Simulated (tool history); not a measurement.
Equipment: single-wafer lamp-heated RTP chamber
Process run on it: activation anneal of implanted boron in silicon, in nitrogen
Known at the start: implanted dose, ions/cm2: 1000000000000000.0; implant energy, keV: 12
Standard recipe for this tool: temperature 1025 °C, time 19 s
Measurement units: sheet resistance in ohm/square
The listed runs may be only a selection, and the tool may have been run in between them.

run,hour,temperature,time,wafers since the last listed run,wafers since the last pyrometer calibration,wafers since the reflector plate was cleaned,hours since the gauge calibration,"read-back reference wafer on the same gauge, sheet resistance",sheet resistance
1,0,1025,19,0,2706,2236,848.6,137.95,118.79
2,50.5,1025,24,610,3317,2847,899.1,138.03,118.55
3,80.4,1025,24,361,3678,3208,929,137.97,118.12
# hour 105.8: pyrometer window cleaned and pyrometer calibrated
4,123.4,1025,19,423,212,3632,972,137.98,120.7
5,153.6,1025,19,365,578,3997,1002.2,137.97,120.24
6,178.7,1025,19,303,881,4301,1027.3,138.11,120.72
7,217.5,1025,19,469,1351,4770,1066.1,138.11,120.29
8,278.7,1025,19,740,2091,5511,1127.3,138.01,119.46
# hour 338.6: reflector plate cleaned
9,344.9,1025,19,704,2795,76,1193.5,138,119.08
# hour 439.1: pyrometer window cleaned and pyrometer calibrated
# hour 513.2: gauge calibrated
10,522.1,1025,19,2046,1004,2123,8.9,137.92,119.58
11,560.7,1007,19,466,1471,2590,47.5,138.07,123.44
12,600,1047,11,475,1947,3065,86.8,138.06,118.48
13,626.9,995,10,325,2272,3391,113.7,138.01,127.68
14,665.8,1025,19,470,2743,3861,152.6,138.06,119.54
15,692.5,1048,19,323,3066,4184,179.3,138.08,116.66
16,748.4,1037,9,676,3742,4860,235.2,137.99,120.18
17,804.3,1025,19,676,4418,5537,291.1,137.97,119.82
# hour 828.3: reflector plate cleaned
# hour 856.6: pyrometer window cleaned and pyrometer calibrated
18,860.9,1005,25,491,52,297,347.7,137.98,124.43
19,925.7,1010,10,783,836,1081,412.5,138,124.78
20,984.1,1012,14,706,1542,1788,470.9,137.94,122.94
21,1046.1,1012,19,750,2292,2538,532.9,137.88,121.54
22,1094.7,1044,26,587,2880,3126,581.5,138.02,116.09
23,1129.2,1012,19,417,3298,3543,616,137.97,121.67
24,1171.4,1025,12,510,3808,4054,658.2,138.03,120.24
25,1231.2,1009,24,723,4532,4777,718,138.03,121.22

Below are 3 alternative next runs, each starting from the tool's condition after run 25. Predict each:
A,1231.6,1025,10,3,4535,4780,718.4,?,?
B,1231.6,1043,8,3,4535,4780,718.4,?,?
C,1231.6,1036,19,3,4535,4780,718.4,?,?

run,"read-back reference wafer on the same gauge, sheet resistance",sheet resistance
A,138,120.9
B,138,119.42
C,138,117.75
Stripped of hidden state, with their random variation kept, the same runs would have yielded:
run,sheet resistance
A,122.85
B,120.79
C,119.36
